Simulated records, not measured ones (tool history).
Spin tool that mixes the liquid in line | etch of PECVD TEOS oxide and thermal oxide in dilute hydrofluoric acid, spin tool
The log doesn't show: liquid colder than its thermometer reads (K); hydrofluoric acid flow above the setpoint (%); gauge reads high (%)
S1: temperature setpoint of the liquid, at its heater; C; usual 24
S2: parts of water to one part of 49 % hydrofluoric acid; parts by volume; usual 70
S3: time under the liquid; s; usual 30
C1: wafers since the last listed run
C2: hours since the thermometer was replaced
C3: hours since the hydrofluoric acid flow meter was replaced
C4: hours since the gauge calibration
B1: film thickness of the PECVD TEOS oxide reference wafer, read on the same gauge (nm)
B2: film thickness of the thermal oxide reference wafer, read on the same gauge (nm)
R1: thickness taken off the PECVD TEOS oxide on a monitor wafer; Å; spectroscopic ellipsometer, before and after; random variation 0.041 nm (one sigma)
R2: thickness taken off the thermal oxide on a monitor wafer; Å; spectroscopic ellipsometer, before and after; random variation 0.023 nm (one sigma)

run   hour    S1  S2  S3   C1      C2      C3     C4     B1       B2     R1     R2
  1      0    24  70  30    0  1407.7  1622.6    121  30.13  140.533  126.3  21.48
  2   21.1    24  70  30  410  1428.8  1643.7  142.1  30.15   140.63  126.4  21.62
  3   33.6    26  70  30  243  1441.3  1656.2  154.6  30.13  140.753  136.8  23.47
  4     57    24  70  35  454  1464.7  1679.6    178  30.18  140.805  147.2  26.15
  5   91.9    24  70  35  678  1499.6  1714.5  212.9  30.23  141.124  148.1  25.82
     106.1  -- hydrofluoric acid flow meter replaced
  6  117.8    24  70  35  484  1525.5    11.7  238.8   30.3  141.339  148.3  25.68
  7  141.1  22.5  70  25  453  1548.8      35  262.1  30.35  141.649   99.5   17.4
  8  160.3  22.5  70  25  373    1568    54.2  281.3  30.38  141.834   99.9  17.24
     162.1  -- gauge calibrated
  9    182  20.5  90  30  421  1589.7    75.9   19.9  29.97  139.915   82.8  14.47
 10  198.7    24  70  45  324  1606.4    92.6   36.6  29.98  139.929  188.2  33.08
 11  216.8    24  70  30  351  1624.5   110.7   54.7     30   139.99  126.2  21.79
     230.7  -- thermometer replaced
 12  233.6    24  85  20  307     2.9   127.5   71.5  29.99  140.026   67.9  11.88
 13  267.2    24  70  30  653    36.5   161.1  105.1  30.03  140.103  125.6  21.42
 14  283.5  27.5  70  20  316    52.8   177.4  121.4  30.03  140.196   96.7  16.68
 15  303.5    24  70  30  388    72.8   197.4  141.4  30.08  140.291  126.8  21.92
 16  319.2    24  70  50  305    88.5   213.1  157.1  30.12  140.361  210.3   36.8

Forecast each of these 3 alternatives for the next run:
  A  319.6  22.5  70  30   7  88.9  213.5  157.5   ?   ?   ?   ?
  B  319.6    27  70  30   7  88.9  213.5  157.5   ?   ?   ?   ?
  C  319.6  25.5  50  15   7  88.9  213.5  157.5   ?   ?   ?   ?

run     B1       B2     R1     R2
  A  30.07  140.395    119  20.56
  B  30.07  140.395  142.6  24.64
  C  30.07  140.395   96.6   16.7
Without the tool's hidden state the same runs would have given:
run     R1     R2
  A  118.7   20.5
  B  142.2  24.57
  C   96.4  16.65

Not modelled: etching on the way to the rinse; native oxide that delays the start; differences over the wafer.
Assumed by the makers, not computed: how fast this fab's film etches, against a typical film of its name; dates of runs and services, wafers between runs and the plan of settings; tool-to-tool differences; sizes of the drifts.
